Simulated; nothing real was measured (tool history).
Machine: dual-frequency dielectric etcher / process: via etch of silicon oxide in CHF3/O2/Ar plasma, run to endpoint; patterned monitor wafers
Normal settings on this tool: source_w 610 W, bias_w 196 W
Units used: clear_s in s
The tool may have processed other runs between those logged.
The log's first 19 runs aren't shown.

run   hour  source_w  bias_w  wafers since the last listed run  hours since the last wet clean  hours since the last source power generator calibration  hours since the last bias power generator calibration  hours since the last upper electrode change  incoming incoming film thickness, nm  clear_s
 20  417.7       660     226                               174                           239.5                                                   1449.2                                                 3744.9                                         2286                                 725.3    319.5
 21  436.3       540     160                               103                           258.1                                                   1467.8                                                 3763.5                                       2304.6                                 719.2    381.4
 22    456       550     196                               109                           277.8                                                   1487.5                                                 3783.2                                       2324.3                                 728.8    361.5
 23  480.9       540     183                               138                           302.7                                                   1512.4                                                 3808.1                                       2349.2                                 720.6    366.2
 24  506.1       470     244                               140                           327.9                                                   1537.6                                                 3833.3                                       2374.4                                 734.7    364.4
 25  564.1       610     176                               323                           385.9                                                   1595.6                                                 3891.3                                       2432.4                                 720.3    359.4
     583.4  -- source power generator calibrated
 26    591       610     196                               127                           412.8                                                      7.6                                                 3918.2                                       2459.3                                 725.7    348.1
 27  610.1       610     196                               106                           431.9                                                     26.7                                                 3937.3                                       2478.4                                 734.1    351.4
     623.1  -- bias power generator calibrated
     666.3  -- wet clean of the chamber
     667.6  -- upper electrode replaced
 28  668.1       570     230                               159                             1.8                                                     84.7                                                     45                                          0.5                                 731.5    336.2
 29  735.7       610     196                               376                            69.4                                                    152.3                                                  112.6                                         68.1                                 724.4    345.2
 30  771.6       520     173                               200                           105.3                                                    188.2                                                  148.5                                          104                                   723    375.3
 31  793.7       490     243                               123                           127.4                                                    210.3                                                  170.6                                        126.1                                 724.3    349.2
 32    815       750     162                               118                           148.7                                                    231.6                                                  191.9                                        147.4                                 722.1      332
 33  919.7       730     166                               583                           253.4                                                    336.3                                                  296.6                                        252.1                                   727    337.1
 34  950.4       500     224                               171                           284.1                                                      367                                                  327.3                                        282.8                                 731.4    363.1

What will run 35 give?
 35  966.5       680     182                                89                           300.2                                                    383.1                                                  343.4                                        298.9                                 722.9        ?

clear_s: 342.7 s
Without the tool's hidden state the same run would have given clear_s 334 s.
